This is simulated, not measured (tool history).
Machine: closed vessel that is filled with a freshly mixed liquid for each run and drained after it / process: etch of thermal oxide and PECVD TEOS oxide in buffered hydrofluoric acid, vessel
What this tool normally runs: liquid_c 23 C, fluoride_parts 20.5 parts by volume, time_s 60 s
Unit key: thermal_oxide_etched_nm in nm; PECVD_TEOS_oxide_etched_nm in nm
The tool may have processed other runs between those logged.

run,hour,liquid_c,fluoride_parts,time_s,wafers since the last listed run,hours since the thermometer was replaced,hours since the hydrofluoric acid flow meter was replaced,hours since the gauge calibration,"read-back film thickness of the thermal oxide reference wafer, read on the same gauge (nm)","read-back film thickness of the PECVD TEOS oxide reference wafer, read on the same gauge (nm)",thermal_oxide_etched_nm,PECVD_TEOS_oxide_etched_nm
1,0,23,25,60,0,1794.2,829.8,1755.3,29.99,70,23.5,54.42
# hour 36.1: gauge calibrated
# hour 38.4: thermometer replaced
2,184.4,23,25,60,12886,146,1014.2,148.3,30,69.98,26.23,60.29
3,262.3,23,25,60,5473,223.9,1092.1,226.2,30.01,70,26.14,59.46
4,349.1,23,20.5,60,6098,310.7,1178.9,313,29.99,70.01,30.16,68.55
5,440.1,23,20.5,60,6394,401.7,1269.9,404,30.02,70,29.67,68.59
6,488.7,19,20.5,75,3414,450.3,1318.5,452.6,30,70.03,30.05,67.8
7,545.3,25.5,23,60,3976,506.9,1375.1,509.2,29.96,70.01,31.04,71.67
# hour 554.1: hydrofluoric acid flow meter replaced
8,603.1,20,22.5,80,3991,564.7,49,567,30.02,70.01,31.19,72.07
9,654.9,23,20.5,75,3639,616.5,100.8,618.8,29.99,70,37.17,83.85
10,723.1,23,17,40,4792,684.7,169,687,30,70.02,23.19,53.21
11,782.6,23,13.5,60,4180,744.2,228.5,746.5,29.99,69.99,42.97,98.33
12,876.4,18.5,16,85,6590,838,322.3,840.3,30.03,69.99,39.42,92.95
13,972.3,23,22.5,90,6738,933.9,418.2,936.2,30.02,69.97,40.33,91.93
14,1037.5,23,14,60,4581,999.1,483.4,1001.4,29.99,69.97,40.6,94.52
15,1148,18.5,18,70,7764,1109.6,593.9,1111.9,30.01,70,29.16,66.74
16,1213.4,23,17,40,4595,1175,659.3,1177.3,30,69.98,22.39,51.1
17,1306.3,25,16.5,85,6527,1267.9,752.2,1270.2,29.99,69.96,54.9,126.1
18,1371.6,23,20.5,60,4588,1333.2,817.5,1335.5,29.98,69.99,28.26,63.79
19,1454.3,23,20.5,85,5810,1415.9,900.2,1418.2,30,70,39.68,89.73
20,1493.1,18.5,15.5,80,2726,1454.7,939,1457,29.96,70.01,37.1,86.11
# hour 1569.4: gauge calibrated
21,1593.5,25.5,20.5,30,7054,1555.1,1039.4,24.1,29.99,70.04,15.77,36.11
22,1667.5,23,20.5,45,5199,1629.1,1113.4,98.1,29.99,70.01,20.6,46.72
# hour 1712.9: hydrofluoric acid flow meter replaced
23,1763.9,23,20.5,60,6703,1725.5,51,194.5,30.01,70.03,27.54,62.31
# hour 1791.5: thermometer replaced
24,1852.4,24.5,22.5,60,6148,60.9,139.5,283,30,70.02,30.78,71.31
25,1930.4,23,20.5,60,5480,138.9,217.5,361,29.99,70.04,30.2,69.47
26,2022.9,23,20.5,60,6499,231.4,310,453.5,30.01,69.98,30.55,68.97
27,2125.9,25,14.5,60,7237,334.4,413,556.5,30.02,69.99,46.04,105.27

Below, some changes in thermal_oxide_etched_nm between adjacent runs. For each, the amount present without the hidden state too (settings, incoming material, random variation) and the amount remaining for the hidden state with gauge scatter not shared by both compared results:
What the log doesn't record here: liquid colder than its thermometer reads (K); hydrofluoric acid flow above the setpoint (%); gauge reads high (%).
Run 16 -> 17: liquid_c 23 -> 25, fluoride_parts 17 -> 16.5, time_s 40 -> 85. thermal_oxide_etched_nm +32.51 nm: hidden state -3.04, all else +35.55.
Run 17 -> 18: liquid_c 25 -> 23, fluoride_parts 16.5 -> 20.5, time_s 85 -> 60. thermal_oxide_etched_nm -26.64 nm: hidden state +2.24, all else -28.88.
Run 23 -> 24: liquid_c 23 -> 24.5, fluoride_parts 20.5 -> 22.5, thermometer replaced. thermal_oxide_etched_nm +3.24 nm: hidden state +3.18, all else +0.06.
